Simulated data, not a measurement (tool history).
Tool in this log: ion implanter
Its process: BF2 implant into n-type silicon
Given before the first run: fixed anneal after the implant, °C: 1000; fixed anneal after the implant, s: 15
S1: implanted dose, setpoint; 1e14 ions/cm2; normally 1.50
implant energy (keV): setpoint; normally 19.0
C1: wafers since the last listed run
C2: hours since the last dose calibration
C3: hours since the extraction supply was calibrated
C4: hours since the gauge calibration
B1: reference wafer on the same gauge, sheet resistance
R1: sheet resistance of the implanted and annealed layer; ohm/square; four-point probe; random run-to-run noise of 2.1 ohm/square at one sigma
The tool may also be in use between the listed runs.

Run 1, hour 0.0: usual settings but S1 1.65 1e14 ions/cm2, implant energy (keV) 14.0; C1 0; C2 501.7; C3 3440.0; C4 190.4; B1 715.16. Result: R1 722.45 ohm/square.
Run 2, hour 35.7: usual settings but S1 1.65 1e14 ions/cm2, implant energy (keV) 14.0; C1 831; C2 537.4; C3 3475.7; C4 226.1; B1 714.79. Result: R1 725.88 ohm/square.
Run 3, hour 48.6: usual settings; C1 300; C2 550.3; C3 3488.6; C4 239.0; B1 715.04. Result: R1 756.89 ohm/square.
Run 4, hour 63.2: usual settings; C1 340; C2 564.9; C3 3503.2; C4 253.6; B1 714.62. Result: R1 757.98 ohm/square.
Run 5, hour 94.1: usual settings but implant energy (keV) 15.5; C1 720; C2 595.8; C3 3534.1; C4 284.5; B1 715.49. Result: R1 779.44 ohm/square.
Run 6, hour 119.7: usual settings; C1 596; C2 621.4; C3 3559.7; C4 310.1; B1 714.44. Result: R1 760.03 ohm/square.
Run 7, hour 144.5: usual settings; C1 577; C2 646.2; C3 3584.5; C4 334.9; B1 715.49. Result: R1 762.21 ohm/square.
Run 8, hour 240.9: usual settings; C1 2246; C2 742.6; C3 3680.9; C4 431.3; B1 714.58. Result: R1 761.37 ohm/square.
Run 9, hour 254.4: usual settings but S1 1.29 1e14 ions/cm2; C1 314; C2 756.1; C3 3694.4; C4 444.8; B1 714.93. Result: R1 869.70 ohm/square.
Run 10, hour 285.4: usual settings but S1 1.29 1e14 ions/cm2; C1 722; C2 787.1; C3 3725.4; C4 475.8; B1 715.30. Result: R1 865.36 ohm/square.
Run 11, hour 315.6: usual settings but S1 1.29 1e14 ions/cm2; C1 703; C2 817.3; C3 3755.6; C4 506.0; B1 714.74. Result: R1 868.65 ohm/square.
Run 12, hour 331.7: usual settings; C1 375; C2 833.4; C3 3771.7; C4 522.1; B1 714.60. Result: R1 760.70 ohm/square.
Run 13, hour 356.0: usual settings; C1 566; C2 857.7; C3 3796.0; C4 546.4; B1 715.02. Result: R1 766.63 ohm/square.
At hour 379.5: Faraday cup replaced and dose calibrated.
Run 14, hour 383.5: usual settings; C1 454; C2 4.0; C3 3823.5; C4 573.9; B1 714.34. Result: R1 728.93 ohm/square.
Run 15, hour 410.0: usual settings but implant energy (keV) 14.5; C1 617; C2 30.5; C3 3850.0; C4 600.4; B1 715.26. Result: R1 753.64 ohm/square.
Run 16, hour 430.4: usual settings but S1 1.63 1e14 ions/cm2, implant energy (keV) 16.5; C1 475; C2 50.9; C3 3870.4; C4 620.8; B1 714.93. Result: R1 694.57 ohm/square.
At hour 446.7: extraction supply calibrated.
Run 17, hour 455.8: usual settings; C1 405; C2 76.3; C3 9.1; C4 646.2; B1 715.20. Result: R1 735.35 ohm/square.
Run 18, hour 473.0: usual settings; C1 400; C2 93.5; C3 26.3; C4 663.4; B1 715.87. Result: R1 735.47 ohm/square.
At hour 474.8: gauge calibrated.
Run 19, hour 490.1: usual settings but implant energy (keV) 12.5; C1 398; C2 110.6; C3 43.4; C4 15.3; B1 714.66. Result: R1 782.17 ohm/square.
Run 20, hour 504.6: usual settings; C1 337; C2 125.1; C3 57.9; C4 29.8; B1 715.33. Result: R1 736.69 ohm/square.
Run 21, hour 517.2: usual settings but S1 1.24 1e14 ions/cm2, implant energy (keV) 21.5; C1 293; C2 137.7; C3 70.5; C4 42.4; B1 715.87. Result: R1 857.76 ohm/square.
Run 22, hour 547.9: usual settings but S1 1.66 1e14 ions/cm2, implant energy (keV) 24.5; C1 715; C2 168.4; C3 101.2; C4 73.1; B1 714.75. Result: R1 655.75 ohm/square.
Run 23, hour 576.3: usual settings but S1 1.07 1e14 ions/cm2, implant energy (keV) 23.5; C1 661; C2 196.8; C3 129.6; C4 101.5; B1 714.98. Result: R1 959.45 ohm/square.
Run 24, hour 595.5: usual settings but S1 1.67 1e14 ions/cm2; C1 447; C2 216.0; C3 148.8; C4 120.7; B1 714.55. Result: R1 676.71 ohm/square.
Run 25, hour 621.6: usual settings but S1 1.35 1e14 ions/cm2, implant energy (keV) 25.5; C1 608; C2 242.1; C3 174.9; C4 146.8; B1 715.12. Result: R1 782.92 ohm/square.
Run 26, hour 638.4: usual settings; C1 391; C2 258.9; C3 191.7; C4 163.6; B1 714.80. Result: R1 750.85 ohm/square.
Run 27, hour 691.0: usual settings but implant energy (keV) 16.5; C1 1225; C2 311.5; C3 244.3; C4 216.2; B1 714.75. Result: R1 763.36 ohm/square.
Run 28, hour 718.9: usual settings; C1 650; C2 339.4; C3 272.2; C4 244.1; B1 714.75. Result: R1 750.94 ohm/square.
Run 29, hour 749.6: usual settings but S1 1.62 1e14 ions/cm2; C1 715; C2 370.1; C3 302.9; C4 274.8; B1 714.71. Result: R1 704.67 ohm/square.
Run 30, hour 777.6: usual settings but S1 1.22 1e14 ions/cm2, implant energy (keV) 23.0; C1 652; C2 398.1; C3 330.9; C4 302.8; B1 714.34. Result: R1 872.53 ohm/square.
Run 31, hour 811.0: usual settings but S1 1.74 1e14 ions/cm2, implant energy (keV) 21.0; C1 778; C2 431.5; C3 364.3; C4 336.2; B1 715.23. Result: R1 655.97 ohm/square.

Here are 5 independent what-if runs from the current tool condition. What would each one return?
Run A, hour 811.4: usual settings; C1 9; C2 431.9; C3 364.7; C4 336.6; B1 ?. Result: R1 ?.
Run B, hour 811.4: usual settings but implant energy (keV) 21.0; C1 9; C2 431.9; C3 364.7; C4 336.6; B1 ?. Result: R1 ?.
Run C, hour 811.4: usual settings but S1 1.84 1e14 ions/cm2, implant energy (keV) 20.5; C1 9; C2 431.9; C3 364.7; C4 336.6; B1 ?. Result: R1 ?.
Run D, hour 811.4: usual settings but implant energy (keV) 24.5; C1 9; C2 431.9; C3 364.7; C4 336.6; B1 ?. Result: R1 ?.
Run E, hour 811.4: usual settings but S1 1.84 1e14 ions/cm2, implant energy (keV) 23.0; C1 9; C2 431.9; C3 364.7; C4 336.6; B1 ?. Result: R1 ?.

run      B1      R1
  A  715.22  753.04
  B  715.22  743.01
  C  715.22  623.99
  D  715.22  727.53
  E  715.22  616.36
Take away the tool's hidden state, keep each run's random variation, and the runs would have read:
run      R1
  A  729.70
  B  720.31
  C  604.82
  D  705.90
  E  597.73
